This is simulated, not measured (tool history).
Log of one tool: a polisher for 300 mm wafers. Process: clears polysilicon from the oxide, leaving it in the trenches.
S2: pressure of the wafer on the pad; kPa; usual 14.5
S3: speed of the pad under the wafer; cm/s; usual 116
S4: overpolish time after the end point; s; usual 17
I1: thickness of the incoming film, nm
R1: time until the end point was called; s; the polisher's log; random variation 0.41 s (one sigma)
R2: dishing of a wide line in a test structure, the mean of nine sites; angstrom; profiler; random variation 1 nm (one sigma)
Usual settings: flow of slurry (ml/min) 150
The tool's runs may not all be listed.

{"run": 1, "hour": 0.0, "flow of slurry (ml/min)": 150, "S2": 14.5, "S3": 116, "S4": 17, "I1": 341.7, "R1": 26.6, "R2": 739}
{"run": 2, "hour": 21.1, "flow of slurry (ml/min)": 150, "S2": 14.5, "S3": 116, "S4": 17, "I1": 339.6, "R1": 26.2, "R2": 721}
{"run": 3, "hour": 45.4, "flow of slurry (ml/min)": 150, "S2": 14.5, "S3": 116, "S4": 17, "I1": 333.5, "R1": 26.2, "R2": 747}
{"run": 4, "hour": 68.8, "flow of slurry (ml/min)": 140, "S2": 14.5, "S3": 116, "S4": 17, "I1": 343.6, "R1": 27.9, "R2": 724}
{"run": 5, "hour": 90.5, "flow of slurry (ml/min)": 140, "S2": 14.5, "S3": 116, "S4": 17, "I1": 335.8, "R1": 26.3, "R2": 730}
{"hour": 103.4, "done": "worn pad replaced by a new one"}
{"run": 6, "hour": 124.5, "flow of slurry (ml/min)": 150, "S2": 14.5, "S3": 116, "S4": 17, "I1": 338.7, "R1": 27.7, "R2": 750}
{"run": 7, "hour": 137.5, "flow of slurry (ml/min)": 150, "S2": 14.5, "S3": 116, "S4": 17, "I1": 332.1, "R1": 26.5, "R2": 716}
{"run": 8, "hour": 161.4, "flow of slurry (ml/min)": 150, "S2": 14.5, "S3": 116, "S4": 17, "I1": 343.3, "R1": 27.4, "R2": 723}
{"run": 9, "hour": 176.7, "flow of slurry (ml/min)": 150, "S2": 14.5, "S3": 130, "S4": 17, "I1": 341.2, "R1": 24.9, "R2": 743}
{"run": 10, "hour": 198.8, "flow of slurry (ml/min)": 150, "S2": 14.5, "S3": 130, "S4": 17, "I1": 338.8, "R1": 24.4, "R2": 731}
{"run": 11, "hour": 222.1, "flow of slurry (ml/min)": 150, "S2": 11.7, "S3": 116, "S4": 17, "I1": 333.4, "R1": 33.2, "R2": 683}
{"hour": 231.0, "done": "slurry nozzle cleaned"}
{"hour": 240.8, "done": "worn pad replaced by a new one"}
{"run": 12, "hour": 246.3, "flow of slurry (ml/min)": 150, "S2": 14.5, "S3": 116, "S4": 17, "I1": 340.6, "R1": 25.4, "R2": 752}
{"run": 13, "hour": 268.5, "flow of slurry (ml/min)": 150, "S2": 14.5, "S3": 116, "S4": 17, "I1": 341.9, "R1": 25.4, "R2": 729}
{"run": 14, "hour": 301.2, "flow of slurry (ml/min)": 150, "S2": 14.5, "S3": 116, "S4": 17, "I1": 342.6, "R1": 25.7, "R2": 747}
{"hour": 321.8, "done": "head pressure recalibrated"}
{"run": 15, "hour": 326.2, "flow of slurry (ml/min)": 150, "S2": 14.5, "S3": 116, "S4": 17, "I1": 344.8, "R1": 26, "R2": 736}
{"run": 16, "hour": 349.5, "flow of slurry (ml/min)": 150, "S2": 14.5, "S3": 116, "S4": 10, "I1": 338.6, "R1": 25.5, "R2": 650}
{"hour": 367.5, "done": "worn pad replaced by a new one"}
{"run": 17, "hour": 384.7, "flow of slurry (ml/min)": 135, "S2": 18.6, "S3": 128, "S4": 10, "I1": 342.9, "R1": 18.9, "R2": 693}
{"run": 18, "hour": 398.0, "flow of slurry (ml/min)": 175, "S2": 13.1, "S3": 82, "S4": 8, "I1": 339.8, "R1": 39.4, "R2": 464}
{"run": 19, "hour": 417.1, "flow of slurry (ml/min)": 150, "S2": 18.6, "S3": 78, "S4": 21, "I1": 339.8, "R1": 30, "R2": 751}
{"run": 20, "hour": 430.1, "flow of slurry (ml/min)": 150, "S2": 14.5, "S3": 130, "S4": 17, "I1": 344.6, "R1": 23, "R2": 745}
{"run": 21, "hour": 462.2, "flow of slurry (ml/min)": 150, "S2": 14.5, "S3": 116, "S4": 20, "I1": 342.7, "R1": 25.8, "R2": 748}
{"hour": 485.7, "done": "worn pad replaced by a new one"}
{"run": 22, "hour": 486.2, "flow of slurry (ml/min)": 150, "S2": 14.5, "S3": 132, "S4": 14, "I1": 339.8, "R1": 23.3, "R2": 717}
{"run": 23, "hour": 501.8, "flow of slurry (ml/min)": 150, "S2": 14.5, "S3": 116, "S4": 17, "I1": 341.2, "R1": 26.2, "R2": 745}
{"run": 24, "hour": 519.3, "flow of slurry (ml/min)": 150, "S2": 14.5, "S3": 116, "S4": 17, "I1": 334.5, "R1": 25.8, "R2": 744}
{"run": 25, "hour": 537.9, "flow of slurry (ml/min)": 150, "S2": 12.4, "S3": 116, "S4": 17, "I1": 336.4, "R1": 29.9, "R2": 710}
{"run": 26, "hour": 553.1, "flow of slurry (ml/min)": 125, "S2": 14.5, "S3": 116, "S4": 17, "I1": 339.5, "R1": 27, "R2": 736}
{"run": 27, "hour": 585.3, "flow of slurry (ml/min)": 150, "S2": 14.5, "S3": 156, "S4": 17, "I1": 340.1, "R1": 20.4, "R2": 760}
{"hour": 597.5, "done": "worn pad replaced by a new one"}
{"run": 28, "hour": 610.9, "flow of slurry (ml/min)": 130, "S2": 15.9, "S3": 92, "S4": 22, "I1": 341.4, "R1": 32.5, "R2": 741}

Forecast each of these 4 alternatives for the next run:
{"run": "A", "hour": 611.3, "flow of slurry (ml/min)": 150, "S2": 14.5, "S3": 116, "S4": 14, "I1": 342.1, "R1": "?", "R2": "?"}
{"run": "B", "hour": 611.3, "flow of slurry (ml/min)": 150, "S2": 14.5, "S3": 116, "S4": 21, "I1": 342.1, "R1": "?", "R2": "?"}
{"run": "C", "hour": 611.3, "flow of slurry (ml/min)": 150, "S2": 12.4, "S3": 116, "S4": 10, "I1": 342.1, "R1": "?", "R2": "?"}
{"run": "D", "hour": 611.3, "flow of slurry (ml/min)": 120, "S2": 9.7, "S3": 138, "S4": 22, "I1": 342.1, "R1": "?", "R2": "?"}

run=A R1=26.6 R2=700
run=B R1=26.6 R2=755
run=C R1=31.1 R2=587
run=D R1=35.9 R2=726
Without the tool's hidden state the same runs would have given:
run=A R1=25.2 R2=710
run=B R1=25.2 R2=759
run=C R1=29.4 R2=602
run=D R1=33.5 R2=735
